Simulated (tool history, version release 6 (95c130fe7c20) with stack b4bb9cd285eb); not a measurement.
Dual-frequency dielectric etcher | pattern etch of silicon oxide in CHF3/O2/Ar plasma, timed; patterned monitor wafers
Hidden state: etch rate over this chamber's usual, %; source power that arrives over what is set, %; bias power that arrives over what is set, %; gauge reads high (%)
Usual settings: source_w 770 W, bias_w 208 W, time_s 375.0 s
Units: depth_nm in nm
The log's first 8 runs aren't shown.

run	hour	source_w	bias_w	time_s	wafers since the last listed run	hours since the last wet clean	hours since the last source power generator calibration	hours since the last bias power generator calibration	hours since the last upper electrode change	hours since the gauge calibration	read-back reference wafer on the same gauge, depth_nm	depth_nm
9	614.8	770	208	375.0	250	429.6	3848.2	2890.7	5416.3	1815.2	980.5	838.8
# hour 699.8: wet clean of the chamber
10	700.7	770	208	375.0	171	0.9	3934.1	2976.6	5502.2	1901.1	980.7	843.4
11	755.1	770	208	424.5	150	55.3	3988.5	3031.0	5556.6	1955.5	980.6	959.6
# hour 793.1: source power generator calibrated
# hour 872.5: upper electrode replaced
12	873.0	770	208	424.5	248	173.2	79.9	3148.9	0.5	2073.4	981.1	954.7
13	1041.4	770	235	345.0	465	341.6	248.3	3317.3	168.9	2241.8	981.7	805.9
14	1123.2	770	235	345.0	226	423.4	330.1	3399.1	250.7	2323.6	981.0	809.3
15	1191.2	770	176	342.5	187	491.4	398.1	3467.1	318.7	2391.6	982.4	735.3
# hour 1247.5: wet clean of the chamber
16	1276.0	770	208	405.5	168	28.5	482.9	3551.9	403.5	2476.4	980.7	908.9
17	1337.4	770	208	274.5	169	89.9	544.3	3613.3	464.9	2537.8	980.0	615.3
18	1428.0	880	257	343.0	250	180.5	634.9	3703.9	555.5	2628.4	980.4	858.8
19	1519.6	670	249	434.0	253	272.1	726.5	3795.5	647.1	2720.0	980.8	979.3
20	1586.1	690	208	406.5	183	338.6	793.0	3862.0	713.6	2786.5	982.8	871.9
# hour 1590.0: gauge calibrated
21	1658.0	770	208	375.0	198	410.5	864.9	3933.9	785.5	68.0	982.4	842.7
# hour 1709.5: wet clean of the chamber
22	1740.5	830	208	375.0	161	31.0	947.4	4016.4	868.0	150.5	981.3	864.5
23	1828.4	890	236	313.5	242	118.9	1035.3	4104.3	955.9	238.4	980.3	770.6
# hour 1878.1: bias power generator calibrated
24	1881.0	910	243	375.0	134	171.5	1087.9	2.9	1008.5	291.0	980.7	943.1
25	1973.1	830	208	375.0	254	263.6	1180.0	95.0	1100.6	383.1	980.0	868.6
26	2034.4	880	231	469.0	169	324.9	1241.3	156.3	1161.9	444.4	982.5	1140.0
27	2129.3	660	221	339.0	262	419.8	1336.2	251.2	1256.8	539.3	979.9	742.0
28	2173.4	950	177	422.5	121	463.9	1380.3	295.3	1300.9	583.4	979.2	974.3
# hour 2202.4: wet clean of the chamber
29	2447.2	840	208	375.0	690	244.8	1654.1	569.1	1574.7	857.2	980.8	872.7
30	2531.0	620	224	479.5	231	328.6	1737.9	652.9	1658.5	941.0	981.2	1021.9

Forecast each of these 3 alternatives for the next run:
A	2531.5	880	208	375.0	1	329.1	1738.4	653.4	1659.0	941.5	?	?
B	2531.5	610	190	375.0	1	329.1	1738.4	653.4	1659.0	941.5	?	?
C	2531.5	590	177	329.5	1	329.1	1738.4	653.4	1659.0	941.5	?	?

run	read-back reference wafer on the same gauge, depth_nm	depth_nm
A	980.8	882.7
B	980.8	766.1
C	980.8	653.6
Without the tool's hidden state the same runs would have given:
run	depth_nm
A	882.7
B	766.1
C	653.6
